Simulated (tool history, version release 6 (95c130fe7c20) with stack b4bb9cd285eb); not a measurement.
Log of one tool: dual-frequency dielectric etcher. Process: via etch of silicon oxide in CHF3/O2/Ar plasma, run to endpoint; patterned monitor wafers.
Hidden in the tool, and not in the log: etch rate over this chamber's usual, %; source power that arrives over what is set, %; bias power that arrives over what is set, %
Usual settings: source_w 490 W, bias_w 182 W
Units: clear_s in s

run     day  source_w  bias_w  wafers since the last listed run  hours since the last wet clean  hours since the last source power generator calibration  hours since the last bias power generator calibration  hours since the last upper electrode change  incoming incoming film thickness, nm  clear_s
  1   0.000       490     182                                 0                           368.6                                                   3063.6                                                 3892.8                                       6361.5                                 633.2    362.7
  2   0.283       490     182                                45                           375.4                                                   3070.4                                                 3899.6                                       6368.3                                 633.6    362.2
  3   0.825       490     182                                86                           388.4                                                   3083.4                                                 3912.6                                       6381.3                                 628.3    357.8
  4   1.138       490     182                                50                           395.9                                                   3090.9                                                 3920.1                                       6388.8                                 630.3    363.5
  5   1.754       490     182                                98                           410.7                                                   3105.7                                                 3934.9                                       6403.6                                 636.5    365.1
  6   2.204       490     182                                72                           421.5                                                   3116.5                                                 3945.7                                       6414.4                                 629.8    364.8
  7   2.829       490     182                               100                           436.5                                                   3131.5                                                 3960.7                                       6429.4                                 636.8    369.3
  8   3.221       490     182                                62                           445.9                                                   3140.9                                                 3970.1                                       6438.8                                 632.6    367.3
  9   3.479       490     182                                41                           452.1                                                   3147.1                                                 3976.3                                       6445.0                                 633.3    366.5
 10   4.733       490     182                               201                           482.2                                                   3177.2                                                 4006.4                                       6475.1                                 627.4    361.2
 11   5.246       490     182                                82                           494.5                                                   3189.5                                                 4018.7                                       6487.4                                 632.8    367.5
 12   5.562       490     182                                50                           502.1                                                   3197.1                                                 4026.3                                       6495.0                                 632.1    365.1
 13   6.604       390     182                               167                           527.1                                                   3222.1                                                 4051.3                                       6520.0                                 634.8    422.4
 14   7.025       380     182                                67                           537.2                                                   3232.2                                                 4061.4                                       6530.1                                 631.5    431.7
      7.921  -- bias power generator calibrated
      8.779  -- wet clean of the chamber
 15   8.800       490     182                               120                             0.5                                                   3274.8                                                   21.1                                       6572.7                                 625.8    342.3
 16   8.817       410     182                                 2                             0.9                                                   3275.2                                                   21.5                                       6573.1                                 636.0    390.6
 17   8.833       530     138                                 2                             1.3                                                   3275.6                                                   21.9                                       6573.5                                 632.6    361.8
      9.262  -- source power generator calibrated
 18   9.283       490     182                                45                            12.1                                                      0.5                                                   32.7                                       6584.3                                 633.1    346.2
 19   9.804       490     140                                83                            24.6                                                     13.0                                                   45.2                                       6596.8                                 639.4    382.1
 20  10.225       540     166                                67                            34.7                                                     23.1                                                   55.3                                       6606.9                                 635.6    335.8
     11.596  -- upper electrode replaced
 21  11.617       450     145                                62                            68.1                                                     56.5                                                   88.7                                          0.5                                 631.0    401.8
 22  11.633       490     210                                 2                            68.5                                                     56.9                                                   89.1                                          0.9                                 628.6    329.0
 23  11.654       400     159                                 3                            69.0                                                     57.4                                                   89.6                                          1.4                                 630.6    411.1
 24  12.346       490     182                               110                            85.6                                                     74.0                                                  106.2                                         18.0                                 632.3    348.1
 25  12.825       600     210                                76                            97.1                                                     85.5                                                  117.7                                         29.5                                 629.7    295.7
 26  13.150       420     223                                52                           104.9                                                     93.3                                                  125.5                                         37.3                                 629.0    357.2
 27  13.588       380     223                                70                           115.4                                                    103.8                                                  136.0                                         47.8                                 636.3    392.2
 28  14.575       440     153                               158                           139.1                                                    127.5                                                  159.7                                         71.5                                 630.0    393.1
 29  15.221       490     214                               103                           154.6                                                    143.0                                                  175.2                                         87.0                                 630.9    334.7
 30  15.962       450     182                               118                           172.4                                                    160.8                                                  193.0                                        104.8                                 627.9    368.5
 31  16.288       380     168                                52                           180.2                                                    168.6                                                  200.8                                        112.6                                 627.1    423.5
 32  16.979       430     215                               110                           196.8                                                    185.2                                                  217.4                                        129.2                                 634.6    361.8
 33  17.242       490     182                                42                           203.1                                                    191.5                                                  223.7                                        135.5                                 627.9    350.1
 34  17.904       490     182                               106                           219.0                                                    207.4                                                  239.6                                        151.4                                 628.0    348.0

The tool's hidden state at each run:
source power that arrives over what is set, %: 0 in every run
bias power that arrives over what is set, %: 0 in every run
H1: etch rate over this chamber's usual, %
run       H1
  1    -3.61
  2    -3.67
  3     -3.8
  4    -3.87
  5    -4.01
  6    -4.12
  7    -4.26
  8    -4.35
  9    -4.41
 10    -4.71
 11    -4.82
 12     -4.9
 13    -5.14
 14    -5.24
 15    0.336
 16    0.332
 17    0.328
 18    0.224
 19    0.103
 20  0.00543
 21   -0.317
 22   -0.321
 23   -0.326
 24   -0.487
 25   -0.598
 26   -0.673
 27   -0.775
 28       -1
 29    -1.15
 30    -1.33
 31     -1.4
 32    -1.56
 33    -1.62
 34    -1.78
